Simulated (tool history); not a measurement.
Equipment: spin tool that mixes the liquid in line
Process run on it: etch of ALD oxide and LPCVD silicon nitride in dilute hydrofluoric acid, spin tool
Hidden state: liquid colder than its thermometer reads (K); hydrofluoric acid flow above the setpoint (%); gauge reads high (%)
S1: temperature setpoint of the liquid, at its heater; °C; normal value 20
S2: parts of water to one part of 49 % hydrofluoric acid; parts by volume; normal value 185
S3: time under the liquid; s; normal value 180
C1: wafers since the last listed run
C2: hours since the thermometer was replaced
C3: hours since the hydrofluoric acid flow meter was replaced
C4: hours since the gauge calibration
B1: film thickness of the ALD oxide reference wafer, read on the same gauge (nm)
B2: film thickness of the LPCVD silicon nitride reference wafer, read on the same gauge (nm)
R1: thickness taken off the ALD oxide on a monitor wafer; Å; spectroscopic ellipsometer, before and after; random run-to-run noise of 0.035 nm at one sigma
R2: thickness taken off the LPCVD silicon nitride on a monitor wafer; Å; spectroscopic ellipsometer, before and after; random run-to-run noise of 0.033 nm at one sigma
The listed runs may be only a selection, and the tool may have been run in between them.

run	hour	S1	S2	S3	C1	C2	C3	C4	B1	B2	R1	R2
1	0	23.5	140	180	0	1454.1	1318	1061	149.99	109.99	118.7	6.69
2	34.8	20	185	180	295	1488.9	1352.8	1095.8	150	109.995	75.5	3.72
3	75.1	20	185	180	342	1529.2	1393.1	1136.1	150	110.016	75.1	3.49
4	127.5	20	185	180	445	1581.6	1445.5	1188.5	150.01	110.003	75.8	3.72
5	163.7	20	185	180	307	1617.8	1481.7	1224.7	150.02	110.01	75.8	4.25
# hour 205.4: hydrofluoric acid flow meter replaced
6	230.4	20	185	180	558	1684.5	25	1291.4	150.01	110.001	72.8	4.06
7	279.2	20	185	180	414	1733.3	73.8	1340.2	149.98	109.981	73	3.01
8	312.1	20	185	180	279	1766.2	106.7	1373.1	150.01	110.011	72.5	3.84
9	377	20	185	180	551	1831.1	171.6	1438	150	109.972	73.8	3.33
10	416.8	24.5	120	115	338	1870.9	211.4	1477.8	150.01	109.995	92.3	5.26
11	446.9	24.5	120	115	255	1901	241.5	1507.9	150	110.018	91.9	4.29
12	501.2	17	185	180	461	1955.3	295.8	1562.2	150.01	110.013	65.7	2.65
13	529.3	17	245	110	238	1983.4	323.9	1590.3	150.03	109.989	28.7	1.48
14	575.7	24.5	120	115	394	2029.8	370.3	1636.7	150.01	109.974	92.1	4.12
# hour 639.7: gauge calibrated
15	710.2	20	185	180	1143	2164.3	504.8	70.5	150.01	110	73.4	3.8
16	734.2	23.5	140	180	204	2188.3	528.8	94.5	150	110	117.3	5.39
17	775.4	20	185	120	350	2229.5	570	135.7	150	109.995	49.7	2.33
# hour 847.5: thermometer replaced
18	900.1	22	225	180	1051	52.6	694.7	260.4	150	110.019	63.4	3.17
19	927.7	20	185	270	234	80.2	722.3	288	149.98	110.022	110.3	4.96
20	971.2	20	220	95	369	123.7	765.8	331.5	149.97	110.01	31.9	1.22
21	1007	22	185	240	304	159.5	801.6	367.3	150	110.002	106.7	5.99
22	1070.9	20	185	180	543	223.4	865.5	431.2	149.98	110.012	74	3.51
23	1107.9	20	115	250	314	260.4	902.5	468.2	150	110.006	179	9.1
24	1151.2	17	185	280	368	303.7	945.8	511.5	150.02	109.999	102	4.9
25	1210.8	20	185	180	506	363.3	1005.4	571.1	150.02	110.026	74.2	3.4

Below are 5 alternative next runs, each starting from the tool's condition after run 25. Predict each:
A	1211.3	20	185	225	4	363.8	1005.9	571.6	?	?	?	?
B	1211.3	20	145	140	4	363.8	1005.9	571.6	?	?	?	?
C	1211.3	21.5	185	180	4	363.8	1005.9	571.6	?	?	?	?
D	1211.3	17	225	180	4	363.8	1005.9	571.6	?	?	?	?
E	1211.3	18.5	135	140	4	363.8	1005.9	571.6	?	?	?	?

run	B1	B2	R1	R2
A	149.99	110.009	92.8	3.51
B	149.99	110.009	76.7	2.76
C	149.99	110.009	78.6	3.09
D	149.99	110.009	52.3	1.9
E	149.99	110.009	78.3	2.68
Had the tool no hidden state, the same runs would have come out as:
run	R1	R2
A	90.8	3.45
B	75.1	2.72
C	77	3.04
D	51.2	1.87
E	76.7	2.63

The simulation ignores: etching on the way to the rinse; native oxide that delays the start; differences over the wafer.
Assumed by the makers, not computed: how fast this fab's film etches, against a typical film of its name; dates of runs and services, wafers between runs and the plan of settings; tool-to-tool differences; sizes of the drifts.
